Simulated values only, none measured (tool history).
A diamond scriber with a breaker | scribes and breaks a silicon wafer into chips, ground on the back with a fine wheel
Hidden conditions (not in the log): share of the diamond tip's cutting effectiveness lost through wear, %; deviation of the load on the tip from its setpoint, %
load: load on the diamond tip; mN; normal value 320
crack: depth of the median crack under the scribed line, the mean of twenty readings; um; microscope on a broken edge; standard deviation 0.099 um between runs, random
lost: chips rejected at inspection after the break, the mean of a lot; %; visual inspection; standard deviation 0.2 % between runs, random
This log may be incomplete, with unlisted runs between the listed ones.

run     day  load  wafers since the last listed run  hours since the diamond tip was replaced  hours since the load on the tip was calibrated  incoming depth of the damage left on the back of the incoming wafer, um  crack   lost
  1   0.000   320                                 0                                     883.5                                          1208.9                                                                     2.43  10.50   3.86
  2   2.454   320                               136                                     942.4                                          1267.8                                                                     1.67  10.51   3.48
  3   5.258   320                               156                                    1009.7                                          1335.1                                                                     1.50  10.55   3.11
  4   7.142   320                               104                                    1054.9                                          1380.3                                                                     2.17  10.51   3.74
      7.888  -- diamond tip replaced by a new one
  5   8.946   320                                95                                      25.4                                          1423.6                                                                     1.59  10.43   3.46
  6  15.504   320                               365                                     182.8                                          1581.0                                                                     1.81  10.07   3.57
  7  16.675   320                                65                                     210.9                                          1609.1                                                                     1.52  10.03   3.48
  8  18.538   300                               103                                     255.6                                          1653.8                                                                     2.05   9.64   6.37
  9  21.088   341                               142                                     316.8                                          1715.0                                                                     1.51  10.51   3.01
 10  22.958   320                               104                                     361.7                                          1759.9                                                                     2.52  10.02   5.30
 11  25.258   320                               128                                     416.9                                          1815.1                                                                     1.78  10.01   4.50
     25.458  -- load on the tip recalibrated
 12  26.338   320                                55                                     442.8                                            21.1                                                                     1.93  11.44   2.04
 13  28.754   367                               134                                     500.8                                            79.1                                                                     2.41  12.68   3.50
 14  31.008   356                               125                                     554.9                                           133.2                                                                     2.22  12.39   2.99
 15  32.771   356                                98                                     597.2                                           175.5                                                                     2.20  12.36   2.66
 16  34.783   393                               112                                     645.5                                           223.8                                                                     2.97  13.40   5.38
 17  36.808   393                               112                                     694.1                                           272.4                                                                     2.89  13.33   5.19
 18  38.988   375                               121                                     746.4                                           324.7                                                                     1.95  12.60   3.42
 19  40.621   385                                91                                     785.6                                           363.9                                                                     1.79  12.99   3.28
 20  42.396   385                                98                                     828.2                                           406.5                                                                     1.79  13.04   3.76
 21  45.158   254                               153                                     894.5                                           472.8                                                                     2.42   9.11   8.82
 22  47.312   320                               120                                     946.2                                           524.5                                                                     2.42  11.14   2.97
 23  48.971   362                                92                                     986.0                                           564.3                                                                     2.34  12.25   3.15
 24  51.867   263                               161                                    1055.5                                           633.8                                                                     2.47   9.33   7.62
 25  53.583   232                                95                                    1096.7                                           675.0                                                                     2.83   8.36  13.79
 26  56.429   395                               158                                    1165.0                                           743.3                                                                     1.65  12.87   3.83
 27  58.667   378                               124                                    1218.7                                           797.0                                                                     2.22  12.33   3.00
 28  60.179   320                                84                                    1255.0                                           833.3                                                                     2.39  10.98   3.37
     61.367  -- diamond tip replaced by a new one
 29  62.575   254                               128                                      29.0                                           890.8                                                                     2.76   8.75  10.64
 30  64.529   380                               108                                      75.9                                           937.7                                                                     1.63  12.15   2.66
 31  65.917   365                                77                                     109.2                                           971.0                                                                     2.74  11.70   3.04
 32  68.075   231                               120                                     161.0                                          1022.8                                                                     2.13   8.22  12.84
 33  69.229   281                                64                                     188.7                                          1050.5                                                                     1.79   9.68   5.71
 34  71.229   252                               111                                     236.7                                          1098.5                                                                     2.63   8.75  11.19
 35  73.554   237                               129                                     292.5                                          1154.3                                                                     2.77   8.16  15.89
 36  74.788   371                                68                                     322.1                                          1183.9                                                                     2.81  11.99   2.95
 37  76.746   354                               109                                     369.1                                          1230.9                                                                     2.24  11.38   3.00
 38  78.479   407                                96                                     410.7                                          1272.5                                                                     2.78  12.81   4.33
 39  80.112   320                                91                                     449.9                                          1311.7                                                                     2.88  10.38   4.31
 40  82.996   348                               160                                     519.1                                          1380.9                                                                     2.72  11.34   3.12

4 ways to go on from here, each from the tool as it stands after run 40. What would each give?
  A  83.021   264                                 1                                     519.7                                          1381.5                                                                     2.90      ?     ?
  B  83.021   261                                 1                                     519.7                                          1381.5                                                                     2.90      ?     ?
  C  83.021   287                                 1                                     519.7                                          1381.5                                                                     2.90      ?     ?
  D  83.021   391                                 1                                     519.7                                          1381.5                                                                     2.90      ?     ?

run  crack   lost
  A   8.80   9.60
  B   8.71  10.08
  C   9.45   6.60
  D  12.16   3.14
Stripped of hidden state, with their random variation kept, the same runs would have yielded:
run  crack  lost
  A   9.63  5.94
  B   9.54  6.28
  C  10.34  4.03
  D  13.30  4.71

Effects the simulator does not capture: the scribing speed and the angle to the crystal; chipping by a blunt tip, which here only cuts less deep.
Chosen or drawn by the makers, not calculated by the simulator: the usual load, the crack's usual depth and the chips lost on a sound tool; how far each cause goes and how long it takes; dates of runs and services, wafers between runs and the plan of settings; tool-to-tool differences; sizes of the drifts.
